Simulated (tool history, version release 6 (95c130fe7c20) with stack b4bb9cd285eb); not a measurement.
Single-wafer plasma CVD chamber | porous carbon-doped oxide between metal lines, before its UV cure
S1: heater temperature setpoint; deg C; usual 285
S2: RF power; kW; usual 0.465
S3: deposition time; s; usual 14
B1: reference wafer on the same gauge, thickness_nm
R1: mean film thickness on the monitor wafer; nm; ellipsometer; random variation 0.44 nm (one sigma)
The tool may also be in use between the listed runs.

run 1 hour=0 | S1=285 S2=0.535 S3=14 | B1=78.329 | R1=89.106
run 2 hour=55.4 | S1=285 S2=0.535 S3=14 | B1=78.151 | R1=89.307
run 3 hour=106.6 | S1=285 S2=0.535 S3=14 | B1=78.331 | R1=87.829
run 4 hour=142.7 | S1=278 S2=0.465 S3=14 | B1=78.268 | R1=87.314
run 5 hour=197.2 | S1=285 S2=0.465 S3=14 | B1=78.673 | R1=83.399
-- hour=230.1 thermocouple changed; heater temperature recalibrated
run 6 hour=230.6 | S1=285 S2=0.465 S3=14 | B1=78.692 | R1=83.604
run 7 hour=248.1 | S1=285 S2=0.465 S3=14 | B1=78.769 | R1=82.754
run 8 hour=310.5 | S1=285 S2=0.465 S3=12.1 | B1=78.889 | R1=72.601
run 9 hour=346.1 | S1=285 S2=0.465 S3=12.1 | B1=79.068 | R1=72.604
-- hour=357.7 RF generator calibrated
run 10 hour=371.1 | S1=274 S2=0.405 S3=15.9 | B1=79.023 | R1=94.746
-- hour=421 showerhead replaced
run 11 hour=421.5 | S1=278 S2=0.5 S3=11.5 | B1=79.209 | R1=74.456
run 12 hour=445.1 | S1=285 S2=0.465 S3=14 | B1=79.384 | R1=84.689
run 13 hour=471.3 | S1=285 S2=0.465 S3=14 | B1=79.542 | R1=84.929
run 14 hour=529.6 | S1=291 S2=0.555 S3=14 | B1=79.518 | R1=87.745
-- hour=566.4 gauge calibrated
run 15 hour=574.8 | S1=280 S2=0.535 S3=16.2 | B1=77.916 | R1=104.474
run 16 hour=621.3 | S1=285 S2=0.465 S3=14 | B1=77.766 | R1=83.045
run 17 hour=689.5 | S1=290 S2=0.395 S3=12.5 | B1=77.967 | R1=67.352
run 18 hour=753.4 | S1=285 S2=0.5 S3=16.4 | B1=78.052 | R1=98.611

The tool's hidden state at each run:
wafer temperature above the value expected at the setpoint (K): 0 in every run
delivered RF power above the setpoint (%): 0 in every run
H1: gauge reads high (%)
run=1 H1=0.288
run=2 H1=0.408
run=3 H1=0.537
run=4 H1=0.637
run=5 H1=0.804
run=6 H1=0.916
run=7 H1=0.977
run=8 H1=1.21
run=9 H1=1.36
run=10 H1=1.46
run=11 H1=1.69
run=12 H1=1.8
run=13 H1=1.93
run=14 H1=2.22
run=15 H1=0.0088
run=16 H1=0.018
run=17 H1=0.0559
run=18 H1=0.118
